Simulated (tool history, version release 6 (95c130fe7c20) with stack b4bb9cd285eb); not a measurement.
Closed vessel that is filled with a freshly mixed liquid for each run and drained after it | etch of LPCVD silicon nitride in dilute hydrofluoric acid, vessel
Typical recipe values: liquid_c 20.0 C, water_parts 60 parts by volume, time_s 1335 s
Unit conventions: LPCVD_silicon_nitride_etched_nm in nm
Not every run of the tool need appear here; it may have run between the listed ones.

run     day  liquid_c  water_parts  time_s  wafers since the last listed run  hours since the thermometer was replaced  hours since the hydrofluoric acid flow meter was replaced  hours since the gauge calibration  read-back film thickness of the LPCVD silicon nitride reference wafer, read on the same gauge (nm)  LPCVD_silicon_nitride_etched_nm
  1   0.000      20.0           50    1335                                 0                                    1685.5                                                      399.4                               35.6                                                                                              149.99                             9.28
  2   0.362      20.0           50    1335                               447                                    1694.2                                                      408.1                               44.3                                                                                              149.98                             9.40
  3   0.696      20.0           50    1335                               411                                    1702.2                                                      416.1                               52.3                                                                                              149.99                             9.29
  4   1.012      20.0           60    1335                               390                                    1709.8                                                      423.7                               59.9                                                                                              150.01                             7.88
  5   1.542      20.0           60    1335                               652                                    1722.5                                                      436.4                               72.6                                                                                              150.02                             7.85
  6   1.888      20.0           55    1930                               426                                    1730.8                                                      444.7                               80.9                                                                                              149.99                            12.10
  7   2.433      20.0           55    1930                               673                                    1743.9                                                      457.8                               94.0                                                                                              150.01                            12.03
  8   3.067      24.5           60    1335                               781                                    1759.1                                                      473.0                              109.2                                                                                              150.00                            10.36
      3.583  -- hydrofluoric acid flow meter replaced
  9   3.729      21.5           80    1110                               765                                    1775.0                                                        3.5                              125.1                                                                                              149.99                             5.83
 10   4.271      17.0           50     990                               668                                    1788.0                                                       16.5                              138.1                                                                                              150.03                             5.93
 11   5.717      24.0           60    1335                              1783                                    1822.7                                                       51.2                              172.8                                                                                              149.99                            10.81
 12   6.067      20.0           60    1335                               431                                    1831.1                                                       59.6                              181.2                                                                                              149.99                             8.24
 13   6.733      20.0           40    1335                               822                                    1847.1                                                       75.6                              197.2                                                                                              149.99                            12.00
      7.042  -- thermometer replaced
 14   7.242      23.5           80    1015                               575                                       4.8                                                       87.8                              209.4                                                                                              150.01                             7.07
 15   7.975      23.5           40    1335                               904                                      22.4                                                      105.4                              227.0                                                                                              149.98                            17.98
 16   8.267      20.0           60    1335                               359                                      29.4                                                      112.4                              234.0                                                                                              150.03                             9.71
 17   8.671      17.0           60    1065                               498                                      39.1                                                      122.1                              243.7                                                                                              150.01                             6.22
 18   9.308      17.5           35    1020                               786                                      54.4                                                      137.4                              259.0                                                                                              150.02                            10.30
 19   9.921      18.0           60    1765                               755                                      69.1                                                      152.1                              273.7                                                                                              149.99                            10.86
 20  10.175      17.0           30     685                               313                                      75.2                                                      158.2                              279.8                                                                                              150.02                             7.79
 21  10.608      20.0           60    1335                               534                                      85.6                                                      168.6                              290.2                                                                                              150.02                             9.48
 22  11.167      18.0           50     565                               688                                      99.0                                                      182.0                              303.6                                                                                              149.97                             4.18
 23  11.804      23.0           60    1335                               786                                     114.3                                                      197.3                              318.9                                                                                              149.97                            11.55
 24  12.258      20.0           60    1335                               560                                     125.2                                                      208.2                              329.8                                                                                              150.02                             9.46
 25  12.742      20.0           60    1335                               596                                     136.8                                                      219.8                              341.4                                                                                              150.00                             9.32
 26  13.038      20.0           50     695                               364                                     143.9                                                      226.9                              348.5                                                                                              149.98                             5.85
 27  13.308      17.0           50     990                               334                                     150.4                                                      233.4                              355.0                                                                                              150.00                             6.67
 28  13.717      20.0           60    1335                               503                                     160.2                                                      243.2                              364.8                                                                                              150.01                             9.39
 29  14.167      20.0           35     685                               555                                     171.0                                                      254.0                              375.6                                                                                              149.97                             7.99
 30  14.467      20.0           60    1335                               370                                     178.2                                                      261.2                              382.8                                                                                              149.97                             9.21
 31  14.942      20.0           60     895                               585                                     189.6                                                      272.6                              394.2                                                                                              149.99                             6.26

What was the tool's hidden state at every run in the log?
gauge reads high (%): 0 at every run
H1: liquid colder than its thermometer reads (K)
H2: hydrofluoric acid flow below the setpoint (%)
run     H1      H2
  1   2.43    7.58
  2   2.44    7.74
  3   2.45    7.88
  4   2.46    8.01
  5   2.48    8.23
  6   2.49    8.37
  7   2.51     8.6
  8   2.53    8.86
  9   2.55  0.0763
 10   2.57   0.302
 11   2.61   0.905
 12   2.62    1.05
 13   2.65    1.33
 14  0.178    1.54
 15  0.202    1.85
 16  0.211    1.97
 17  0.225    2.14
 18  0.245     2.4
 19  0.265    2.66
 20  0.274    2.76
 21  0.288    2.95
 22  0.306    3.18
 23  0.327    3.44
 24  0.341    3.63
 25  0.357    3.84
 26  0.367    3.96
 27  0.376    4.07
 28  0.389    4.24
 29  0.404    4.43
 30  0.413    4.55
 31  0.429    4.75
